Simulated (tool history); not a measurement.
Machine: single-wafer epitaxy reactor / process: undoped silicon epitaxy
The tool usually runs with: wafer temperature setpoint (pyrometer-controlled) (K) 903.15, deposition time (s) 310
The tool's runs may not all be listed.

run	hour	wafer temperature setpoint (pyrometer-controlled) (K)	deposition time (s)	read-back reference wafer on the same gauge, thickness_nm	mean film thickness on the monitor wafer (angstrom)
1	0	892.15	346	38.865	338.02
2	28.4	903.15	310	38.928	389.07
3	54.8	903.15	310	38.887	387.79
4	75.8	903.15	310	38.917	387.67
5	105.6	903.15	310	38.893	390.15
6	126.6	903.15	310	38.881	387.45
7	157.5	903.15	310	38.896	390.07
8	177.5	903.15	336	38.907	422.83
9	195.9	903.15	336	38.895	420.75
10	219.3	903.15	336	38.908	420.39
11	238.4	903.15	310	38.87	388.59
12	260.2	903.15	310	38.909	388.09
# hour 272.5: gauge calibrated
13	280.4	892.15	310	38.925	304.32
14	310.7	892.15	310	38.846	302.56
15	327.9	903.15	310	38.907	389.27
16	353.4	892.15	310	38.928	304.33
17	383.3	903.15	329	38.869	415.88
18	398.2	903.15	310	38.881	388.82
19	420.2	914.15	339	38.865	544.86
20	433.6	897.15	254	38.903	279.35
21	451.6	892.15	332	38.888	326.42
# hour 467.6: pyrometer calibrated
22	472.6	903.15	310	38.903	337.04
23	507.2	903.15	310	38.898	340.28
24	530.1	898.15	330	38.925	324.61
25	542.6	913.15	271	38.851	373.74
26	566.7	903.15	310	38.876	343.56
27	596.2	898.15	361	38.884	357.07
28	628.7	914.15	257	38.912	368.17
29	658.5	911.15	358	38.939	481.41

What if the next run were any one of these 5? Each begins from the tool's condition after run 29:
A	659	903.15	310	?	?
B	659	903.15	353	?	?
C	659	916.15	338	?	?
D	659	908.15	310	?	?
E	659	896.15	337	?	?

run	read-back reference wafer on the same gauge, thickness_nm	mean film thickness on the monitor wafer (angstrom)
A	38.924	346.72
B	38.924	394.82
C	38.924	505.86
D	38.924	388.2
E	38.924	321.08
Without the tool's hidden state the same runs would have given:
run	mean film thickness on the monitor wafer (angstrom)
A	342.03
B	389.48
C	499.21
D	383.01
E	316.68

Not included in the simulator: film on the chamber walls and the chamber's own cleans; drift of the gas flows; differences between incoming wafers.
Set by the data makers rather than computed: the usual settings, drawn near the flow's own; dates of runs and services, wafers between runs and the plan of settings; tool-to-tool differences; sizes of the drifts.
